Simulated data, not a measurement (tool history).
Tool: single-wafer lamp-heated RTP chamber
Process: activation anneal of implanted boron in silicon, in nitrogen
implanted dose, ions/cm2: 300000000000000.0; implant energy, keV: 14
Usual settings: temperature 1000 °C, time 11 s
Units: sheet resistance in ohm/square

run    hour  temperature  time  wafers since the last listed run  wafers since the last pyrometer calibration  wafers since the reflector plate was cleaned  hours since the gauge calibration  read-back reference wafer on the same gauge, sheet resistance  sheet resistance
  1       0         1000    10                                 0                                         2559                                          6623                             2987.3                                                         315.71            321.01
  2   100.8         1000    10                              1293                                         3852                                          7916                             3088.1                                                         315.97            321.93
  3   198.1          991    16                              1248                                         5100                                          9165                             3185.4                                                         316.01            323.19
  4   385.2         1000    11                              2400                                         7501                                         11565                             3372.5                                                         316.04            319.89
      484.6  -- reflector plate cleaned
  5   485.9         1000    11                              1189                                         8690                                            16                             3473.2                                                         315.98            321.57
  6   574.3         1000    11                              1134                                         9825                                          1150                             3561.6                                                         316.22            321.91
      754.4  -- pyrometer window cleaned and pyrometer calibrated
  7   806.3         1000    11                              2874                                          666                                          4024                             3793.6                                                            316            321.72
  8   895.2         1000    11                              1140                                         1806                                          5165                             3882.5                                                         316.15            322.13
     1084.6  -- gauge calibrated
  9    1165         1000    11                              3461                                         5268                                          8627                               80.4                                                         315.98            320.32
 10  1233.5         1000    11                               878                                         6147                                          9505                              148.9                                                          316.2            320.99
 11  1323.3         1000    11                              1152                                         7299                                         10658                              238.7                                                         316.08            320.28
 12    1411         1000    11                              1125                                         8424                                         11783                              326.4                                                         315.96            319.13
 13  1504.5         1000    11                              1199                                         9624                                         12982                              419.9                                                         316.13            319.38
     1596.3  -- reflector plate cleaned
 14  1606.3          991    11                              1203                                        10828                                           128                              521.7                                                         316.06             324.9
 15  1702.3          973    11                              1231                                        12059                                          1360                              617.7                                                         315.76            342.04
     1725.2  -- pyrometer window cleaned and pyrometer calibrated
 16  1741.3          990     6                               397                                          207                                          1758                              656.7                                                         316.03            328.86
 17  1832.3         1000    11                              1167                                         1374                                          2925                              747.7                                                         316.14            321.62
 18  1897.8         1000    11                               840                                         2214                                          3766                              813.2                                                         315.97            320.35
 19  1984.4         1030    17                              1111                                         3326                                          4877                              899.8                                                         315.87            315.18
 20    2044         1000    11                               764                                         4090                                          5642                              959.4                                                         316.12            320.14
 21    2117         1000    15                               936                                         5027                                          6578                             1032.4                                                         316.01            319.66
 22    2220         1022    11                              1321                                         6348                                          7900                             1135.4                                                         316.03            316.96
 23  2353.8         1021    15                              1716                                         8065                                          9617                             1269.2                                                         315.76            316.38
 24  2393.2         1000    11                               505                                         8571                                         10122                             1308.6                                                         315.97               320
 25    2485         1000    11                              1177                                         9749                                         11300                             1400.4                                                         315.96            318.46
 26  2563.7         1012     6                              1009                                        10758                                         12310                             1479.1                                                         315.94            318.31
     2588.9  -- reflector plate cleaned
     2601.8  -- pyrometer window cleaned and pyrometer calibrated
 27  2621.3         1000    14                               533                                          249                                           312                             1536.7                                                         315.95            320.13
 28  2806.4         1027     9                              2374                                         2624                                          2687                             1721.8                                                         315.86            317.57
 29  2898.9         1022    13                              1186                                         3811                                          3874                             1814.3                                                         316.07            316.64
 30  2998.6         1010     6                              1279                                         5090                                          5153                               1914                                                         316.02             319.6
 31    3049         1018    11                               646                                         5737                                          5800                             1964.4                                                         316.03             317.8
 32    3147          986     8                              1257                                         6994                                          7057                             2062.4                                                         315.92            327.99
 33  3234.7         1000     5                              1125                                         8120                                          8182                             2150.1                                                         316.17            323.06
     3348.3  -- pyrometer window cleaned and pyrometer calibrated
 34  3348.8         1000    10                              1361                                            6                                          9544                             2264.2                                                         316.07            320.06
     3436.5  -- reflector plate cleaned
 35  3485.4          983     7                              1650                                         1656                                           627                             2400.8                                                         315.85             333.1
 36  3524.9         1029    17                               506                                         2162                                          1134                             2440.3                                                            316            315.31
 37  3575.8          975    15                               653                                         2816                                          1787                             2491.2                                                         316.04            335.27

3 ways to go on from here, each from the tool as it stands after run 37. What would each give?
  A  3576.2         1000    11                                 5                                         2821                                          1792                             2491.6                                                              ?                 ?
  B  3576.2          976    14                                 5                                         2821                                          1792                             2491.6                                                              ?                 ?
  C  3576.2         1024    11                                 5                                         2821                                          1792                             2491.6                                                              ?                 ?

run  read-back reference wafer on the same gauge, sheet resistance  sheet resistance
  A                                                         316.11            321.35
  B                                                         316.11            335.56
  C                                                         316.11            316.83
Without the tool's hidden state the same runs would have given:
run  sheet resistance
  A            321.95
  B            337.37
  C               317

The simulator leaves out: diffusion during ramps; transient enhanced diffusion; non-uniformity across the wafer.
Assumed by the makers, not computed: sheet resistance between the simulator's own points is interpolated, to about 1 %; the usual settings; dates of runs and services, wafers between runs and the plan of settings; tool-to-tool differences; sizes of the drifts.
